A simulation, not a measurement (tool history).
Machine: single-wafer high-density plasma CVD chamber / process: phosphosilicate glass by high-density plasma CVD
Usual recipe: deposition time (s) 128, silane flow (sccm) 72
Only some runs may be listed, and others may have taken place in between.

run,hour,deposition time (s),silane flow (sccm),wafers since the last listed run,hours since the silane flow controller was replaced,hours since the gauge calibration,"read-back reference wafer on the same gauge, thickness_nm",mean film thickness on the monitor wafer (nm)
1,0.0,128,72,0,3401.6,114.1,1045.217,919.550
2,35.7,128,72,389,3437.3,149.8,1042.298,921.907
3,69.2,128,81,365,3470.8,183.3,1042.566,1002.927
4,126.3,128,81,623,3527.9,240.4,1040.189,1005.690
5,196.0,128,81,760,3597.6,310.1,1041.766,1003.094
6,267.8,128,72,783,3669.4,381.9,1040.085,920.287
7,335.4,128,72,737,3737.0,449.5,1038.107,909.401
8,397.1,109,77,673,3798.7,511.2,1035.783,820.097
9,463.7,109,77,726,3865.3,577.8,1033.860,819.334
10,534.0,109,77,767,3935.6,648.1,1033.342,810.791
11,574.8,141,72,445,3976.4,688.9,1030.909,1001.105
12,601.5,141,72,291,4003.1,715.6,1029.043,1004.465
13,657.2,128,72,607,4058.8,771.3,1027.075,903.884
14,699.1,128,72,457,4100.7,813.2,1026.505,907.462
15,742.2,128,77,470,4143.8,856.3,1024.551,945.135
16,794.3,128,72,568,4195.9,908.4,1019.813,904.155
17,835.3,152,63,447,4236.9,949.4,1019.547,971.206
18,885.4,128,72,546,4287.0,999.5,1015.055,899.810
# hour 907.6: silane flow controller replaced
19,924.5,128,67,339,16.9,1038.6,1015.033,846.673
20,961.3,112,64,401,53.7,1075.4,1012.834,716.801
21,1020.2,143,61,642,112.6,1134.3,1010.016,879.436
# hour 1033.3: gauge calibrated
22,1066.1,121,84,500,158.5,32.8,1047.446,983.109
23,1096.0,104,67,326,188.4,62.7,1045.740,713.428
24,1136.4,143,61,440,228.8,103.1,1046.176,913.456
25,1163.1,128,72,291,255.5,129.8,1047.675,921.257
26,1216.2,137,72,579,308.6,182.9,1047.227,985.460
27,1251.4,106,79,384,343.8,218.1,1042.591,809.826
28,1296.5,128,72,492,388.9,263.2,1043.110,922.303

4 ways to go on from here, each from the tool as it stands after run 28. What would each give?
A,1296.9,128,72,4,389.3,263.6,?,?
B,1296.9,149,81,4,389.3,263.6,?,?
C,1296.9,128,62,4,389.3,263.6,?,?
D,1296.9,128,61,4,389.3,263.6,?,?

run,"read-back reference wafer on the same gauge, thickness_nm",mean film thickness on the monitor wafer (nm)
A,1041.757,920.920
B,1041.757,1171.102
C,1041.757,826.334
D,1041.757,816.875
Without the tool's unlogged condition, the same runs would have read:
run,mean film thickness on the monitor wafer (nm)
A,923.526
B,1174.416
C,828.672
D,819.187
